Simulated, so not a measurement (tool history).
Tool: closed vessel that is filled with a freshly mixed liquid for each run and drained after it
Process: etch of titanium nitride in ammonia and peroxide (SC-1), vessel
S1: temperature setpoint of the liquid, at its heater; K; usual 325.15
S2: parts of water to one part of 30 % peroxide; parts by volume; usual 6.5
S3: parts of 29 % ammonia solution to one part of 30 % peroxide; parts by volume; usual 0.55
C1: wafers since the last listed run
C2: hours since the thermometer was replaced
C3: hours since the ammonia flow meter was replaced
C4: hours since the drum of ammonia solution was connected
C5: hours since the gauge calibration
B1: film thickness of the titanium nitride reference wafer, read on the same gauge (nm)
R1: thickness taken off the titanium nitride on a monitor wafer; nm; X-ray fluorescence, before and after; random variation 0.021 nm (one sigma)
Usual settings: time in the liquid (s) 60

run 1 hour=0.0 | S1=325.15 S2=6.5 S3=0.55 time_in_the_liquid_(s)=60 | C1=0 C2=1570.0 C3=2396.6 C4=582.6 C5=26.5 | B1=39.99 | R1=11.05
run 2 hour=12.5 | S1=325.15 S2=6.5 S3=0.55 time_in_the_liquid_(s)=60 | C1=1756 C2=1582.5 C3=2409.1 C4=595.1 C5=39.0 | B1=40.01 | R1=11.09
run 3 hour=36.6 | S1=325.15 S2=6.5 S3=0.55 time_in_the_liquid_(s)=60 | C1=3386 C2=1606.6 C3=2433.2 C4=619.2 C5=63.1 | B1=39.99 | R1=11.06
run 4 hour=57.1 | S1=325.15 S2=6.5 S3=0.55 time_in_the_liquid_(s)=60 | C1=2880 C2=1627.1 C3=2453.7 C4=639.7 C5=83.6 | B1=40.00 | R1=11.06
run 5 hour=70.5 | S1=325.15 S2=6.5 S3=0.55 time_in_the_liquid_(s)=60 | C1=1883 C2=1640.5 C3=2467.1 C4=653.1 C5=97.0 | B1=40.01 | R1=11.07
run 6 hour=92.0 | S1=325.15 S2=7.0 S3=0.55 time_in_the_liquid_(s)=60 | C1=3021 C2=1662.0 C3=2488.6 C4=674.6 C5=118.5 | B1=40.02 | R1=10.66
run 7 hour=123.1 | S1=325.15 S2=7.0 S3=0.55 time_in_the_liquid_(s)=60 | C1=4370 C2=1693.1 C3=2519.7 C4=705.7 C5=149.6 | B1=39.99 | R1=10.71
run 8 hour=136.2 | S1=325.15 S2=6.5 S3=0.55 time_in_the_liquid_(s)=40 | C1=1840 C2=1706.2 C3=2532.8 C4=718.8 C5=162.7 | B1=40.01 | R1=7.38
-- hour=138.1 ammonia flow meter replaced
run 9 hour=151.0 | S1=325.15 S2=6.5 S3=0.55 time_in_the_liquid_(s)=60 | C1=1939 C2=1721.0 C3=12.9 C4=733.6 C5=177.5 | B1=39.99 | R1=11.14
run 10 hour=167.5 | S1=325.15 S2=6.5 S3=0.55 time_in_the_liquid_(s)=90 | C1=2318 C2=1737.5 C3=29.4 C4=750.1 C5=194.0 | B1=40.01 | R1=16.63

Run 11 comes next. What will it give?
-- hour=175.0 thermometer replaced
-- hour=198.7 new drum of ammonia solution connected
-- hour=215.5 gauge calibrated
run 11 hour=234.0 | S1=335.15 S2=6.5 S3=0.55 time_in_the_liquid_(s)=60 | C1=9063 C2=59.0 C3=95.9 C4=35.3 C5=18.5 | B1=? | R1=?

{"run 11": {"B1": 40.0, "R1": 20.3}}
Without the tool's hidden state the same run would have given R1 20.06 nm.

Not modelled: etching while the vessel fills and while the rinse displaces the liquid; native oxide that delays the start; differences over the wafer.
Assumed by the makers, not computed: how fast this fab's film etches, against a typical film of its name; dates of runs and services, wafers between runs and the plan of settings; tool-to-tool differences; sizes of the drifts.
